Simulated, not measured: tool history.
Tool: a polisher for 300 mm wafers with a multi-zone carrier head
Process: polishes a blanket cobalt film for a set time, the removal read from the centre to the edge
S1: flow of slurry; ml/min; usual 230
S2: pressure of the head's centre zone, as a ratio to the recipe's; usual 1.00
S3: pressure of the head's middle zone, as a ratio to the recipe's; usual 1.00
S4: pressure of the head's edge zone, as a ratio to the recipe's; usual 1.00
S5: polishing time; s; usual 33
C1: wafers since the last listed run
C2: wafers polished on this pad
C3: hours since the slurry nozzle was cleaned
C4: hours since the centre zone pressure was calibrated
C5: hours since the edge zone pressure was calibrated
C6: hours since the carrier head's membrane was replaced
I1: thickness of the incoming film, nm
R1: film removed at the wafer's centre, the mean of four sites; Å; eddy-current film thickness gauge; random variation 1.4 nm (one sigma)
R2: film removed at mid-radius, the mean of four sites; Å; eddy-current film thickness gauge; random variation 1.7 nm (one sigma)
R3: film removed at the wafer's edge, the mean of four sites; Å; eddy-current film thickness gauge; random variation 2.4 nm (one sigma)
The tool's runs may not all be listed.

| run | day | S1 | S2 | S3 | S4 | S5 | C1 | C2 | C3 | C4 | C5 | C6 | I1 | R1 | R2 | R3 |
|---|---|---|---|---|---|---|---|---|---|---|---|---|---|---|---|---|
| 1 | 0.000 | 230 | 1.00 | 1.00 | 0.91 | 33 | 0 | 546 | 187.7 | 874.5 | 1092.0 | 419.4 | 986.6 | 1686 | 1702 | 1698 |
|  | 0.700 | worn pad replaced by a new one |
| 2 | 0.721 | 230 | 1.00 | 1.00 | 1.00 | 33 | 101 | 4 | 205.0 | 891.8 | 1109.3 | 436.7 | 959.7 | 1773 | 1838 | 1813 |
| 3 | 1.821 | 230 | 1.00 | 1.00 | 1.00 | 33 | 201 | 205 | 231.4 | 918.2 | 1135.7 | 463.1 | 971.1 | 1707 | 1753 | 1780 |
| 4 | 3.204 | 230 | 1.00 | 1.00 | 1.00 | 33 | 253 | 458 | 264.6 | 951.4 | 1168.9 | 496.3 | 999.6 | 1664 | 1683 | 1721 |
| 5 | 3.842 | 230 | 1.00 | 1.00 | 1.00 | 33 | 116 | 574 | 279.9 | 966.7 | 1184.2 | 511.6 | 1000.1 | 1665 | 1670 | 1744 |
|  | 4.712 | worn pad replaced by a new one |
| 6 | 5.025 | 230 | 1.00 | 1.00 | 1.00 | 33 | 185 | 57 | 308.3 | 995.1 | 1212.6 | 540.0 | 982.1 | 1669 | 1747 | 1734 |
| 7 | 6.196 | 230 | 1.00 | 1.00 | 1.02 | 33 | 214 | 271 | 336.4 | 1023.2 | 1240.7 | 568.1 | 972.0 | 1624 | 1682 | 1686 |
|  | 8.571 | worn pad replaced by a new one |
| 8 | 10.612 | 230 | 1.00 | 1.00 | 1.02 | 33 | 777 | 373 | 442.4 | 1129.2 | 1346.7 | 674.1 | 985.4 | 1587 | 1609 | 1705 |
|  | 11.325 | edge zone pressure recalibrated |
|  | 11.604 | slurry nozzle cleaned |
| 9 | 11.925 | 230 | 0.89 | 1.00 | 0.96 | 33 | 217 | 590 | 7.7 | 1160.7 | 14.4 | 705.6 | 972.5 | 1499 | 1724 | 1773 |
| 10 | 12.592 | 230 | 1.00 | 0.88 | 1.00 | 39 | 121 | 712 | 23.7 | 1176.7 | 30.4 | 721.6 | 980.3 | 1999 | 1859 | 2045 |
|  | 12.804 | worn pad replaced by a new one |
|  | 13.067 | centre zone pressure recalibrated |
| 11 | 13.971 | 230 | 1.00 | 1.00 | 1.00 | 23 | 206 | 197 | 56.8 | 21.7 | 63.5 | 754.7 | 977.9 | 1208 | 1224 | 1251 |
|  | 15.367 | carrier head's membrane replaced by a new one |
| 12 | 15.388 | 230 | 1.00 | 1.00 | 1.00 | 33 | 221 | 418 | 90.8 | 55.7 | 97.5 | 0.5 | 981.5 | 1685 | 1746 | 1766 |
| 13 | 16.279 | 280 | 1.00 | 1.00 | 0.93 | 26 | 163 | 582 | 112.2 | 77.1 | 118.9 | 21.9 | 973.7 | 1351 | 1394 | 1368 |
|  | 16.796 | worn pad replaced by a new one |
| 14 | 17.758 | 180 | 0.92 | 0.95 | 1.00 | 33 | 240 | 176 | 147.7 | 112.6 | 154.4 | 57.4 | 971.6 | 1498 | 1630 | 1743 |
| 15 | 19.133 | 200 | 1.00 | 1.00 | 0.90 | 33 | 251 | 427 | 180.7 | 145.6 | 187.4 | 90.4 | 972.2 | 1636 | 1677 | 1655 |
| 16 | 20.004 | 230 | 1.00 | 0.92 | 0.96 | 41 | 159 | 586 | 201.6 | 166.5 | 208.3 | 111.3 | 979.2 | 2064 | 1977 | 2124 |

Measured less the same run without the tool's hidden state. The same run-to-run variation is in both; the gauge's scatter may not be:
The hidden state here: removal rate lost through wear of the pad, %; slurry flow missing at the pad, %; deviation of the centre zone's pressure from its setpoint, %; deviation of the edge zone's pressure from its setpoint, %.
| run | R1 | R2 | R3 |
|---|---|---|---|
| 1 | -159 | -153 | -137 |
| 2 | -81 | -77 | -58 |
| 3 | -143 | -138 | -119 |
| 4 | -181 | -173 | -154 |
| 5 | -194 | -184 | -166 |
| 6 | -151 | -145 | -116 |
| 7 | -206 | -199 | -168 |
| 8 | -276 | -259 | -224 |
| 9 | -122 | -136 | -134 |
| 10 | -170 | -155 | -162 |
| 11 | -76 | -75 | -69 |
| 12 | -145 | -145 | -134 |
| 13 | -120 | -120 | -109 |
| 14 | -119 | -121 | -107 |
| 15 | -167 | -162 | -137 |
| 16 | -218 | -197 | -184 |
